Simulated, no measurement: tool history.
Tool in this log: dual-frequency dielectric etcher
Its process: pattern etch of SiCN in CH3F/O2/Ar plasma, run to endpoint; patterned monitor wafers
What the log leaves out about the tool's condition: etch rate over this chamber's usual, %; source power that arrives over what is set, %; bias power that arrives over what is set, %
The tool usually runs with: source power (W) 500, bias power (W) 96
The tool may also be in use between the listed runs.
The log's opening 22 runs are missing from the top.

run	hour	source power (W)	bias power (W)	wafers since the last listed run	hours since the last wet clean	hours since the last source power generator calibration	hours since the last bias power generator calibration	hours since the last upper electrode change	incoming incoming film thickness, nm	endpoint time (s)
23	273.5	540	115	252	155.2	125.9	3036.3	98	8.1	14.9
# hour 289: bias power generator calibrated
24	291.2	500	96	244	172.9	143.6	2.2	115.7	8.08	16.7
25	301.4	500	96	182	183.1	153.8	12.4	125.9	8.07	16.6
26	314.2	500	96	228	195.9	166.6	25.2	138.7	8.13	16.6
27	322.8	500	77	153	204.5	175.2	33.8	147.3	8.08	17.6
28	336.9	590	118	252	218.6	189.3	47.9	161.4	8.13	14.2
29	344.6	500	115	137	226.3	197	55.6	169.1	8.12	15.8
30	362	500	73	311	243.7	214.4	73	186.5	8.11	18
31	369.8	500	96	139	251.5	222.2	80.8	194.3	8.14	16.8

Estimate the outcome of run 32 from the log above:
32	383.6	400	109	246	265.3	236	94.6	208.1	8.1	?

{"run 32": {"endpoint time (s)": 18.5}}
If the tool had no hidden condition, the same run with the same run-to-run variation would have returned endpoint time (s) 18.
